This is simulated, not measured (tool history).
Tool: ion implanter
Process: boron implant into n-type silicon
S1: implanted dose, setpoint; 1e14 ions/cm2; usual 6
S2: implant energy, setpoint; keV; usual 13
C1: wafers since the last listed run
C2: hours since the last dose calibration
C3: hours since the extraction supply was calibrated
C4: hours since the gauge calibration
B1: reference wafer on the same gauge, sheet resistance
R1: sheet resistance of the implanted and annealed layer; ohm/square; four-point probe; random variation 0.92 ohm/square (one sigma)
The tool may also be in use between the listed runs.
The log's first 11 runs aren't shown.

At hour 653.4: gauge calibrated.
Run 12, hour 719.3: usual settings but S1 5.6 1e14 ions/cm2, S2 15 keV; C1 4073; C2 620.9; C3 3046.2; C4 65.9; B1 200.31. Result: R1 186.3 ohm/square.
Run 13, hour 770.8: usual settings; C1 1203; C2 672.4; C3 3097.7; C4 117.4; B1 200.62. Result: R1 178.89 ohm/square.
At hour 800.5: extraction supply calibrated.
Run 14, hour 803.8: usual settings but S1 5.01 1e14 ions/cm2; C1 584; C2 705.4; C3 3.3; C4 150.4; B1 200.25. Result: R1 210.18 ohm/square.
Run 15, hour 862: usual settings but S1 5.01 1e14 ions/cm2; C1 1360; C2 763.6; C3 61.5; C4 208.6; B1 200.35. Result: R1 212.04 ohm/square.
At hour 871: Faraday cup replaced and dose calibrated.
Run 16, hour 909.6: usual settings but S1 5.01 1e14 ions/cm2; C1 925; C2 38.6; C3 109.1; C4 256.2; B1 200.09. Result: R1 202.28 ohm/square.
Run 17, hour 975.5: usual settings; C1 1540; C2 104.5; C3 175; C4 322.1; B1 200.35. Result: R1 173 ohm/square.
Run 18, hour 1030.9: usual settings but S1 5.6 1e14 ions/cm2; C1 1294; C2 159.9; C3 230.4; C4 377.5; B1 200.42. Result: R1 183.73 ohm/square.
Run 19, hour 1221.9: usual settings but S1 7.28 1e14 ions/cm2, S2 10.5 keV; C1 4463; C2 350.9; C3 421.4; C4 568.5; B1 199.95. Result: R1 150.22 ohm/square.
Run 20, hour 1261: usual settings but S1 5.03 1e14 ions/cm2, S2 15.5 keV; C1 913; C2 390; C3 460.5; C4 607.6; B1 199.77. Result: R1 201.04 ohm/square.
Run 21, hour 1331.6: usual settings but S1 6.71 1e14 ions/cm2, S2 15.5 keV; C1 1649; C2 460.6; C3 531.1; C4 678.2; B1 200.01. Result: R1 157.81 ohm/square.
Run 22, hour 1396: usual settings but S1 4.71 1e14 ions/cm2, S2 9 keV; C1 1504; C2 525; C3 595.5; C4 742.6; B1 200.19. Result: R1 223.95 ohm/square.
Run 23, hour 1427.5: usual settings but S1 7.51 1e14 ions/cm2, S2 15 keV; C1 736; C2 556.5; C3 627; C4 774.1; B1 199.84. Result: R1 144.04 ohm/square.
Run 24, hour 1481.1: usual settings; C1 1252; C2 610.1; C3 680.6; C4 827.7; B1 199.67. Result: R1 177.12 ohm/square.
Run 25, hour 1517.6: usual settings but S1 5.5 1e14 ions/cm2; C1 852; C2 646.6; C3 717.1; C4 864.2; B1 200.14. Result: R1 192.51 ohm/square.
Run 26, hour 1556.1: usual settings but S1 5.01 1e14 ions/cm2; C1 899; C2 685.1; C3 755.6; C4 902.7; B1 200.16. Result: R1 208.77 ohm/square.
Run 27, hour 1588.6: usual settings but S1 5.37 1e14 ions/cm2, S2 17 keV; C1 759; C2 717.6; C3 788.1; C4 935.2; B1 199.83. Result: R1 193.24 ohm/square.
Run 28, hour 1635.7: usual settings but S1 7.69 1e14 ions/cm2, S2 10.5 keV; C1 1100; C2 764.7; C3 835.2; C4 982.3; B1 199.74. Result: R1 146.96 ohm/square.
Run 29, hour 1667.4: usual settings but S1 6.8 1e14 ions/cm2, S2 17.5 keV; C1 740; C2 796.4; C3 866.9; C4 1014; B1 200.57. Result: R1 158.59 ohm/square.
At hour 1686.2: Faraday cup replaced and dose calibrated.
Run 30, hour 1712.5: usual settings but S1 4.51 1e14 ions/cm2, S2 15 keV; C1 866; C2 26.3; C3 912; C4 1059.1; B1 200.25. Result: R1 215.31 ohm/square.
Run 31, hour 1739: usual settings but S1 7.27 1e14 ions/cm2; C1 619; C2 52.8; C3 938.5; C4 1085.6; B1 200.28. Result: R1 145.64 ohm/square.
Run 32, hour 1807.3: usual settings; C1 1596; C2 121.1; C3 1006.8; C4 1153.9; B1 200.28. Result: R1 171.14 ohm/square.
Run 33, hour 1873.6: usual settings; C1 1549; C2 187.4; C3 1073.1; C4 1220.2; B1 200.68. Result: R1 173.15 ohm/square.
Run 34, hour 1931.3: usual settings but S1 5.49 1e14 ions/cm2, S2 11 keV; C1 1348; C2 245.1; C3 1130.8; C4 1277.9; B1 199.77. Result: R1 189.73 ohm/square.
Run 35, hour 1976.4: usual settings but S1 7.62 1e14 ions/cm2; C1 1053; C2 290.2; C3 1175.9; C4 1323; B1 199.52. Result: R1 141.06 ohm/square.
Run 36, hour 2043.2: usual settings; C1 1561; C2 357; C3 1242.7; C4 1389.8; B1 199.89. Result: R1 171.92 ohm/square.

Forecast each of these 5 alternatives for the next run:
Run A, hour 2043.6: usual settings but S2 10.5 keV; C1 9; C2 357.4; C3 1243.1; C4 1390.2; B1 ?. Result: R1 ?.
Run B, hour 2043.6: usual settings but S1 6.85 1e14 ions/cm2, S2 11.5 keV; C1 9; C2 357.4; C3 1243.1; C4 1390.2; B1 ?. Result: R1 ?.
Run C, hour 2043.6: usual settings but S1 7.2 1e14 ions/cm2, S2 11.5 keV; C1 9; C2 357.4; C3 1243.1; C4 1390.2; B1 ?. Result: R1 ?.
Run D, hour 2043.6: usual settings but S1 4.74 1e14 ions/cm2, S2 14.5 keV; C1 9; C2 357.4; C3 1243.1; C4 1390.2; B1 ?. Result: R1 ?.
Run E, hour 2043.6: usual settings but S1 6.86 1e14 ions/cm2, S2 9.5 keV; C1 9; C2 357.4; C3 1243.1; C4 1390.2; B1 ?. Result: R1 ?.

run      B1      R1
  A  200.37  177.49
  B  200.37  156.57
  C  200.37  149.72
  D  200.37  210.65
  E  200.37  158.65
Without the tool's hidden state the same runs would have given:
run      R1
  A  176.08
  B  155.31
  C  148.52
  D  209.07
  E  157.36
